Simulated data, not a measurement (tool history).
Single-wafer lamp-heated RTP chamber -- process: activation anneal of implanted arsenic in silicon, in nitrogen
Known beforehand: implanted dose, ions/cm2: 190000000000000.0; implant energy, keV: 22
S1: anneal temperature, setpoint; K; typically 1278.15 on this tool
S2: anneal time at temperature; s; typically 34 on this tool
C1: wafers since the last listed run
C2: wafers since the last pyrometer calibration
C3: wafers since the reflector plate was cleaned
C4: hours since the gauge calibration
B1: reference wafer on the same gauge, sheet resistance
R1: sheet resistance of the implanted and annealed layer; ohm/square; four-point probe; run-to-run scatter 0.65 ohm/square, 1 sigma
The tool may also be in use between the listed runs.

Run 1, hour 0: usual settings but S1 1291.15 K; C1 0; C2 3482; C3 6983; C4 511.5; B1 399.94. Result: R1 427.72 ohm/square.
At hour 45.7: reflector plate cleaned.
Run 2, hour 62.6: usual settings but S1 1291.15 K; C1 1008; C2 4490; C3 312; C4 574.1; B1 399.87. Result: R1 428.87 ohm/square.
Run 3, hour 123.4: usual settings but S1 1291.15 K; C1 1123; C2 5613; C3 1435; C4 634.9; B1 400.13. Result: R1 429.5 ohm/square.
At hour 213.7: pyrometer window cleaned and pyrometer calibrated.
Run 4, hour 305.8: usual settings but S1 1295.15 K; C1 3221; C2 1700; C3 4657; C4 817.3; B1 399.87. Result: R1 428.45 ohm/square.
Run 5, hour 383.4: usual settings but S1 1295.15 K; C1 1433; C2 3134; C3 6090; C4 894.9; B1 399.91. Result: R1 428.26 ohm/square.
At hour 451.1: reflector plate cleaned.
Run 6, hour 459.7: usual settings but S2 25 s; C1 1261; C2 4395; C3 159; C4 971.2; B1 400.02. Result: R1 432.01 ohm/square.
Run 7, hour 539.3: usual settings but S2 25 s; C1 1470; C2 5866; C3 1629; C4 1050.8; B1 399.86. Result: R1 432.01 ohm/square.
At hour 601.7: pyrometer window cleaned and pyrometer calibrated.
Run 8, hour 613.9: usual settings but S2 25 s; C1 1230; C2 226; C3 2860; C4 1125.4; B1 399.94. Result: R1 431.4 ohm/square.
Run 9, hour 685.5: usual settings but S2 46 s; C1 1322; C2 1548; C3 4182; C4 1197; B1 399.81. Result: R1 428.18 ohm/square.
Run 10, hour 754.2: usual settings but S2 46 s; C1 1268; C2 2817; C3 5451; C4 1265.7; B1 399.82. Result: R1 428.88 ohm/square.
Run 11, hour 793.1: usual settings but S1 1269.15 K; C1 718; C2 3536; C3 6170; C4 1304.6; B1 400.12. Result: R1 430.98 ohm/square.
At hour 826.5: reflector plate cleaned.
Run 12, hour 885.2: usual settings; C1 1553; C2 5089; C3 1084; C4 1396.7; B1 400.07. Result: R1 429.95 ohm/square.
Run 13, hour 974.3: usual settings; C1 1645; C2 6735; C3 2729; C4 1485.8; B1 399.91. Result: R1 429.92 ohm/square.
At hour 1026: pyrometer window cleaned and pyrometer calibrated.
Run 14, hour 1033.9: usual settings but S1 1296.15 K, S2 41 s; C1 953; C2 146; C3 3683; C4 1545.4; B1 399.98. Result: R1 425.66 ohm/square.
Run 15, hour 1119.9: usual settings but S1 1301.15 K, S2 52 s; C1 1588; C2 1735; C3 5271; C4 1631.4; B1 400.07. Result: R1 423.37 ohm/square.

What will run 16 give?
Run 16, hour 1168.3: usual settings; C1 894; C2 2629; C3 6165; C4 1679.8; B1 ?. Result: R1 ?.

{"run 16": {"B1": 399.85, "R1": 430.66}}
Without the tool's hidden state the same run would have given R1 430.66 ohm/square.
